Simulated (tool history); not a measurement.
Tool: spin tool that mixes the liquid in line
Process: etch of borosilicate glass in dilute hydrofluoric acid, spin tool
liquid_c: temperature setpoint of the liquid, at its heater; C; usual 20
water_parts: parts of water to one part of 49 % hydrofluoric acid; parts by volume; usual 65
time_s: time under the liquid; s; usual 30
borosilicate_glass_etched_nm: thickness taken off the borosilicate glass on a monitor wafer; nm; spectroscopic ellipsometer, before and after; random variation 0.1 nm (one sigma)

run	hour	liquid_c	water_parts	time_s	wafers since the last listed run	hours since the thermometer was replaced	hours since the hydrofluoric acid flow meter was replaced	hours since the gauge calibration	read-back film thickness of the borosilicate glass reference wafer, read on the same gauge (nm)	borosilicate_glass_etched_nm
1	0	20	65	30	0	856.6	390.9	2149.4	114.09	10.89
2	58.9	20	80	30	1141	915.5	449.8	2208.3	114.08	8.63
3	110.3	20	80	30	995	966.9	501.2	2259.7	114.02	8.71
4	162.5	20	80	30	1011	1019.1	553.4	2311.9	114	8.48
5	257	20	65	30	1830	1113.6	647.9	2406.4	113.99	10.65
6	350.7	20	65	30	1815	1207.3	741.6	2500.1	113.91	10.66
7	451.6	20	65	30	1954	1308.2	842.5	2601	113.84	10.75
8	647.8	20	50	30	3800	1504.4	1038.7	2797.2	113.77	14.26
9	720	20	50	30	1398	1576.6	1110.9	2869.4	113.77	14.18
10	776.4	20	50	30	1092	1633	1167.3	2925.8	113.76	14.41
11	828.7	20	65	30	1013	1685.3	1219.6	2978.1	113.74	10.85
12	866.6	20	65	30	734	1723.2	1257.5	3016	113.65	10.95
13	937	20	45	30	1363	1793.6	1327.9	3086.4	113.65	15.87
14	1015.7	20	45	30	1524	1872.3	1406.6	3165.1	113.66	15.87
15	1060.6	17	65	30	869	1917.2	1451.5	3210	113.64	9.51
16	1099.7	17	65	30	757	1956.3	1490.6	3249.1	113.58	9.5
17	1142	22.5	45	20	819	1998.6	1532.9	3291.4	113.64	11.86
18	1225	20	80	35	1607	2081.6	1615.9	3374.4	113.55	10.02
# hour 1400.8: gauge calibrated
19	1473.3	20	90	30	4810	2329.9	1864.2	72.5	119.66	7.94
20	1557.5	17	65	20	1631	2414.1	1948.4	156.7	119.2	6.7
21	1664.8	23.5	40	15	2078	2521.4	2055.7	264	118.8	11.01
22	1721.4	25	65	45	1096	2578	2112.3	320.6	118.55	20.56
23	1856.8	20	65	30	2623	2713.4	2247.7	456	118.02	11.24
24	1928.8	17	95	40	1394	2785.4	2319.7	528	117.72	8.73
# hour 1983.9: hydrofluoric acid flow meter replaced
25	2053	20	85	15	2386	2909.6	69.1	652.2	117.4	4.13
# hour 2075.6: thermometer replaced
26	2128.5	20	65	25	1443	52.9	144.6	727.7	117.15	9.34
27	2223.4	18.5	45	30	1838	147.8	239.5	822.6	116.94	15.55
28	2269.5	23	65	30	893	193.9	285.6	868.7	116.84	12.51
29	2342.7	20	65	30	1418	267.1	358.8	941.9	116.62	11.01
30	2383.4	23	50	15	788	307.8	399.5	982.6	116.58	8.33
31	2566.1	20	40	30	3539	490.5	582.2	1165.3	116.16	18.49
32	2642.7	20	65	30	1483	567.1	658.8	1241.9	116.01	10.93
33	2705.6	20	65	30	1218	630	721.7	1304.8	115.96	11.05
34	2761.3	17	65	30	1079	685.7	777.4	1360.5	115.85	9.63

The same runs without the tool's hidden state, with the same run-to-run variation:
The hidden state here: liquid colder than its thermometer reads (K); hydrofluoric acid flow below the setpoint (%); gauge reads high (%).
run	borosilicate_glass_etched_nm
1	11.45
2	9.08
3	9.17
4	8.92
5	11.22
6	11.23
7	11.33
8	15.04
9	14.96
10	15.21
11	11.45
12	11.56
13	16.76
14	16.75
15	10.05
16	10.04
17	12.53
18	10.59
19	7.97
20	6.74
21	11.12
22	20.81
23	11.43
24	8.9
25	4.22
26	9.56
27	15.95
28	12.85
29	11.33
30	8.57
31	19.1
32	11.31
33	11.43
34	9.98

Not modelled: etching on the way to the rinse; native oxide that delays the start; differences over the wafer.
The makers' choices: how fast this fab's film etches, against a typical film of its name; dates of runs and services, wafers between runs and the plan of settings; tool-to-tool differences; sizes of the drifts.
